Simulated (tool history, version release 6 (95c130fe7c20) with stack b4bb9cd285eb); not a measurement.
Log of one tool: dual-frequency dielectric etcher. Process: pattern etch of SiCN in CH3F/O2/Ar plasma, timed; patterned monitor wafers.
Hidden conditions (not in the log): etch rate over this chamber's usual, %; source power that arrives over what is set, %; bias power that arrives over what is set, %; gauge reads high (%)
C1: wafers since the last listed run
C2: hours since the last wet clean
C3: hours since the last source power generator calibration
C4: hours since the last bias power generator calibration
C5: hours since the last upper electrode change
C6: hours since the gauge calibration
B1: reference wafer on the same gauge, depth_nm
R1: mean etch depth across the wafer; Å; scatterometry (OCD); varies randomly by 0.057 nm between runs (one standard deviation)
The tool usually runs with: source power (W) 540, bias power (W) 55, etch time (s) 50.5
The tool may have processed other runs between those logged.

{"run": 1, "hour": 0.0, "source power (W)": 440, "bias power (W)": 47, "etch time (s)": 50.5, "C1": 0, "C2": 27.7, "C3": 2298.2, "C4": 1597.0, "C5": 4991.0, "C6": 504.7, "B1": 16.9, "R1": 153.5}
{"run": 2, "hour": 50.0, "source power (W)": 440, "bias power (W)": 47, "etch time (s)": 50.5, "C1": 772, "C2": 77.7, "C3": 2348.2, "C4": 1647.0, "C5": 5041.0, "C6": 554.7, "B1": 16.88, "R1": 153.6}
{"run": 3, "hour": 85.0, "source power (W)": 440, "bias power (W)": 47, "etch time (s)": 50.5, "C1": 540, "C2": 112.7, "C3": 2383.2, "C4": 1682.0, "C5": 5076.0, "C6": 589.7, "B1": 16.88, "R1": 154.7}
{"run": 4, "hour": 124.3, "source power (W)": 540, "bias power (W)": 62, "etch time (s)": 50.5, "C1": 607, "C2": 152.0, "C3": 2422.5, "C4": 1721.3, "C5": 5115.3, "C6": 629.0, "B1": 16.89, "R1": 193.8}
{"run": 5, "hour": 150.1, "source power (W)": 540, "bias power (W)": 62, "etch time (s)": 50.5, "C1": 398, "C2": 177.8, "C3": 2448.3, "C4": 1747.1, "C5": 5141.1, "C6": 654.8, "B1": 16.9, "R1": 194.2}
{"run": 6, "hour": 197.4, "source power (W)": 540, "bias power (W)": 62, "etch time (s)": 50.5, "C1": 730, "C2": 225.1, "C3": 2495.6, "C4": 1794.4, "C5": 5188.4, "C6": 702.1, "B1": 16.88, "R1": 193.1}
{"run": 7, "hour": 256.8, "source power (W)": 540, "bias power (W)": 55, "etch time (s)": 50.5, "C1": 917, "C2": 284.5, "C3": 2555.0, "C4": 1853.8, "C5": 5247.8, "C6": 761.5, "B1": 16.92, "R1": 185.8}
{"run": 8, "hour": 315.8, "source power (W)": 540, "bias power (W)": 55, "etch time (s)": 50.5, "C1": 911, "C2": 343.5, "C3": 2614.0, "C4": 1912.8, "C5": 5306.8, "C6": 820.5, "B1": 16.89, "R1": 185.5}
{"run": 9, "hour": 340.7, "source power (W)": 540, "bias power (W)": 55, "etch time (s)": 50.5, "C1": 384, "C2": 368.4, "C3": 2638.9, "C4": 1937.7, "C5": 5331.7, "C6": 845.4, "B1": 16.89, "R1": 185.9}
{"run": 10, "hour": 439.7, "source power (W)": 540, "bias power (W)": 55, "etch time (s)": 50.5, "C1": 1529, "C2": 467.4, "C3": 2737.9, "C4": 2036.7, "C5": 5430.7, "C6": 944.4, "B1": 16.9, "R1": 185.1}
{"run": 11, "hour": 479.4, "source power (W)": 540, "bias power (W)": 55, "etch time (s)": 50.5, "C1": 613, "C2": 507.1, "C3": 2777.6, "C4": 2076.4, "C5": 5470.4, "C6": 984.1, "B1": 16.9, "R1": 185.7}
{"hour": 493.6, "done": "source power generator calibrated"}
{"run": 12, "hour": 545.7, "source power (W)": 670, "bias power (W)": 47, "etch time (s)": 61.5, "C1": 962, "C2": 573.4, "C3": 52.1, "C4": 2142.7, "C5": 5536.7, "C6": 1050.4, "B1": 16.93, "R1": 244.6}
{"hour": 586.8, "done": "wet clean of the chamber"}
{"run": 13, "hour": 587.3, "source power (W)": 680, "bias power (W)": 68, "etch time (s)": 42.0, "C1": 271, "C2": 0.5, "C3": 93.7, "C4": 2184.3, "C5": 5578.3, "C6": 1092.0, "B1": 16.91, "R1": 189.5}
{"hour": 645.0, "done": "upper electrode replaced"}
{"run": 14, "hour": 645.5, "source power (W)": 540, "bias power (W)": 55, "etch time (s)": 50.5, "C1": 528, "C2": 58.7, "C3": 151.9, "C4": 2242.5, "C5": 0.5, "C6": 1150.2, "B1": 16.9, "R1": 185.8}
{"run": 15, "hour": 690.7, "source power (W)": 430, "bias power (W)": 45, "etch time (s)": 36.0, "C1": 698, "C2": 103.9, "C3": 197.1, "C4": 2287.7, "C5": 45.7, "C6": 1195.4, "B1": 16.89, "R1": 106.5}
{"hour": 716.2, "done": "gauge calibrated"}
{"run": 16, "hour": 756.5, "source power (W)": 540, "bias power (W)": 55, "etch time (s)": 50.5, "C1": 1016, "C2": 169.7, "C3": 262.9, "C4": 2353.5, "C5": 111.5, "C6": 40.3, "B1": 16.91, "R1": 185.6}
{"run": 17, "hour": 821.2, "source power (W)": 400, "bias power (W)": 63, "etch time (s)": 36.5, "C1": 999, "C2": 234.4, "C3": 327.6, "C4": 2418.2, "C5": 176.2, "C6": 105.0, "B1": 16.89, "R1": 114.1}
{"run": 18, "hour": 989.3, "source power (W)": 540, "bias power (W)": 55, "etch time (s)": 50.5, "C1": 2597, "C2": 402.5, "C3": 495.7, "C4": 2586.3, "C5": 344.3, "C6": 273.1, "B1": 16.9, "R1": 185.8}
{"hour": 1122.6, "done": "bias power generator calibrated"}
{"run": 19, "hour": 1170.2, "source power (W)": 450, "bias power (W)": 66, "etch time (s)": 42.5, "C1": 2733, "C2": 583.4, "C3": 676.6, "C4": 47.6, "C5": 525.2, "C6": 454.0, "B1": 16.9, "R1": 145.1}
{"run": 20, "hour": 1213.2, "source power (W)": 650, "bias power (W)": 50, "etch time (s)": 41.0, "C1": 664, "C2": 626.4, "C3": 719.6, "C4": 90.6, "C5": 568.2, "C6": 497.0, "B1": 16.88, "R1": 161.0}
{"run": 21, "hour": 1254.9, "source power (W)": 630, "bias power (W)": 64, "etch time (s)": 54.5, "C1": 644, "C2": 668.1, "C3": 761.3, "C4": 132.3, "C5": 609.9, "C6": 538.7, "B1": 16.91, "R1": 227.2}
{"hour": 1302.8, "done": "wet clean of the chamber"}
{"run": 22, "hour": 1303.3, "source power (W)": 540, "bias power (W)": 45, "etch time (s)": 63.5, "C1": 377, "C2": 0.5, "C3": 809.7, "C4": 180.7, "C5": 658.3, "C6": 587.1, "B1": 16.9, "R1": 214.9}
{"run": 23, "hour": 1371.0, "source power (W)": 490, "bias power (W)": 65, "etch time (s)": 59.5, "C1": 1046, "C2": 68.2, "C3": 877.4, "C4": 248.4, "C5": 726.0, "C6": 654.8, "B1": 16.9, "R1": 216.4}
{"run": 24, "hour": 1429.4, "source power (W)": 540, "bias power (W)": 55, "etch time (s)": 38.0, "C1": 902, "C2": 126.6, "C3": 935.8, "C4": 306.8, "C5": 784.4, "C6": 713.2, "B1": 16.89, "R1": 138.0}
{"run": 25, "hour": 1479.9, "source power (W)": 540, "bias power (W)": 55, "etch time (s)": 50.5, "C1": 780, "C2": 177.1, "C3": 986.3, "C4": 357.3, "C5": 834.9, "C6": 763.7, "B1": 16.92, "R1": 183.5}
{"run": 26, "hour": 1537.5, "source power (W)": 540, "bias power (W)": 55, "etch time (s)": 50.5, "C1": 890, "C2": 234.7, "C3": 1043.9, "C4": 414.9, "C5": 892.5, "C6": 821.3, "B1": 16.89, "R1": 182.9}
{"run": 27, "hour": 1607.8, "source power (W)": 630, "bias power (W)": 60, "etch time (s)": 50.5, "C1": 1086, "C2": 305.0, "C3": 1114.2, "C4": 485.2, "C5": 962.8, "C6": 891.6, "B1": 16.9, "R1": 208.2}
{"run": 28, "hour": 1649.0, "source power (W)": 540, "bias power (W)": 55, "etch time (s)": 50.5, "C1": 636, "C2": 346.2, "C3": 1155.4, "C4": 526.4, "C5": 1004.0, "C6": 932.8, "B1": 16.89, "R1": 184.6}
{"run": 29, "hour": 1693.8, "source power (W)": 540, "bias power (W)": 49, "etch time (s)": 50.5, "C1": 692, "C2": 391.0, "C3": 1200.2, "C4": 571.2, "C5": 1048.8, "C6": 977.6, "B1": 16.88, "R1": 176.8}

Here are 5 independent what-if runs from the current tool condition. What would each one return?
{"run": "A", "hour": 1694.2, "source power (W)": 640, "bias power (W)": 55, "etch time (s)": 50.5, "C1": 6, "C2": 391.4, "C3": 1200.6, "C4": 571.6, "C5": 1049.2, "C6": 978.0, "B1": "?", "R1": "?"}
{"run": "B", "hour": 1694.2, "source power (W)": 540, "bias power (W)": 43, "etch time (s)": 40.5, "C1": 6, "C2": 391.4, "C3": 1200.6, "C4": 571.6, "C5": 1049.2, "C6": 978.0, "B1": "?", "R1": "?"}
{"run": "C", "hour": 1694.2, "source power (W)": 540, "bias power (W)": 48, "etch time (s)": 61.5, "C1": 6, "C2": 391.4, "C3": 1200.6, "C4": 571.6, "C5": 1049.2, "C6": 978.0, "B1": "?", "R1": "?"}
{"run": "D", "hour": 1694.2, "source power (W)": 620, "bias power (W)": 64, "etch time (s)": 58.5, "C1": 6, "C2": 391.4, "C3": 1200.6, "C4": 571.6, "C5": 1049.2, "C6": 978.0, "B1": "?", "R1": "?"}
{"run": "E", "hour": 1694.2, "source power (W)": 410, "bias power (W)": 64, "etch time (s)": 60.5, "C1": 6, "C2": 391.4, "C3": 1200.6, "C4": 571.6, "C5": 1049.2, "C6": 978.0, "B1": "?", "R1": "?"}

run=A B1=16.89 R1=203.7
run=B B1=16.89 R1=136.2
run=C B1=16.89 R1=214.3
run=D B1=16.89 R1=243.9
run=E B1=16.89 R1=193.3
With the hidden condition removed and each run's random variation left untouched, the same runs would have given:
run=A R1=202.7
run=B R1=135.6
run=C R1=213.3
run=D R1=242.6
run=E R1=192.3

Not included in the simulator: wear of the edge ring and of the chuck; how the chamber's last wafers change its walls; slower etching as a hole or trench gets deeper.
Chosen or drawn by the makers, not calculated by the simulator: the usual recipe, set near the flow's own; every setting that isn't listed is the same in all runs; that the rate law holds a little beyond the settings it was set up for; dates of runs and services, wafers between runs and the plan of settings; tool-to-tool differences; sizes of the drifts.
